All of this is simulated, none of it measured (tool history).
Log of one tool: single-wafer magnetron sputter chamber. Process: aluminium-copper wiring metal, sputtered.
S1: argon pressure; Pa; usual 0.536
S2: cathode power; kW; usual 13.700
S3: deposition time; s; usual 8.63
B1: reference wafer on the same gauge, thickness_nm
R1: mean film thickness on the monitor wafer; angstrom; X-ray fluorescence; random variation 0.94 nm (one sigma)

run    hour     S1      S2     S3       B1       R1
  1     0.0  0.384  13.700   8.63  164.097  1902.15
  2    47.1  0.536  13.700   8.63  163.954  1812.57
  3    77.5  0.536  13.700   8.63  164.105  1832.06
  4   128.0  0.536  13.700   8.63  163.791  1820.26
  5   184.6  0.536  13.700   8.63  163.921  1786.13
  6   247.7  0.536  13.700   8.63  163.872  1811.65
      288.6  -- sputter target and shields replaced
  7   293.9  0.536  13.700   8.63  163.843  1918.52
  8   327.9  0.375  13.700   7.58  163.940  1752.57
  9   352.4  0.536  14.650   8.63  164.172  2026.01
 10   380.1  0.536  13.700   9.96  164.346  2157.95
 11   417.2  0.536  13.700   9.96  164.003  2143.91
 12   478.9  0.384  13.700   9.54  163.974  2130.90
 13   522.6  0.663  11.100  10.18  164.074  1701.70
      548.1  -- gauge calibrated
      561.7  -- capacitance manometer re-zeroed and calibrated
 14   562.2  0.369  13.700   9.08  163.857  1962.59
 15   586.5  0.636  12.600   9.08  163.974  1666.64
 16   623.7  0.536  13.700   8.63  164.085  1780.29
 17   679.3  0.536  13.700   8.63  164.082  1771.32
      710.5  -- sputter target and shields replaced
 18   723.2  0.696  10.350  10.10  163.926  1597.79
 19   787.9  0.417  16.750   7.93  164.125  2122.20
      822.7  -- magnet pack replaced
 20   851.6  0.384  13.700   8.63  164.293  1896.56
 21   923.2  0.451  10.650   8.63  164.092  1440.98
 22   984.2  0.536  12.700   9.53  163.850  1834.79
 23  1048.6  0.536  13.700   8.63  163.751  1786.28
 24  1098.9  0.379  12.750   8.63  164.061  1732.70
     1125.5  -- sputter target and shields replaced
 25  1169.9  0.629  16.750   8.63  163.988  2225.71
 26  1224.6  0.433  12.450   8.63  164.174  1729.57
 27  1250.5  0.536  13.700   8.63  164.003  1830.37
 28  1310.0  0.365  16.250   6.95  163.922  1823.78
 29  1334.4  0.536  13.700   8.63  164.014  1810.84
 30  1372.6  0.536  16.700  10.28  164.078  2597.40
 31  1441.7  0.536  13.700   9.42  164.159  1970.23
 32  1469.8  0.378  10.800  10.08  164.003  1717.21
     1538.3  -- sputter target and shields replaced
 33  1538.8  0.536  13.700   8.63  164.276  1913.08
 34  1574.3  0.591  11.150  10.26  164.084  1803.91
 35  1696.0  0.333  15.350   8.17  164.420  2069.00

What the log doesn't show, run by run:
gauge reads high (%): 0 in every run
H1: deposition rate above that of a new target (%)
H2: true argon pressure above the setpoint (%)
run      H1      H2
  1   -5.01   -7.79
  2   -5.65   -8.26
  3   -5.97   -8.55
  4   -6.38   -9.05
  5   -6.71   -9.61
  6   -6.96   -10.2
  7  -0.579   -10.7
  8   -1.94     -11
  9   -2.75   -11.3
 10   -3.52   -11.5
 11   -4.36   -11.9
 12   -5.37   -12.5
 13   -5.88   -12.9
 14   -6.24    3.09
 15   -6.41    2.85
 16   -6.63    2.49
 17   -6.88    1.94
 18   -1.12    1.51
 19   -3.36   0.871
 20   -4.82   0.244
 21   -5.88  -0.461
 22   -6.46   -1.06
 23   -6.87    -1.7
 24   -7.09   -2.19
 25    -2.3   -2.89
 26   -3.89   -3.43
 27   -4.47   -3.68
 28   -5.48   -4.27
 29   -5.79   -4.51
 30   -6.19   -4.89
 31   -6.71   -5.57
 32   -6.86   -5.84
 33  -0.488   -6.52
 34   -1.94   -6.87
 35   -5.01   -8.07
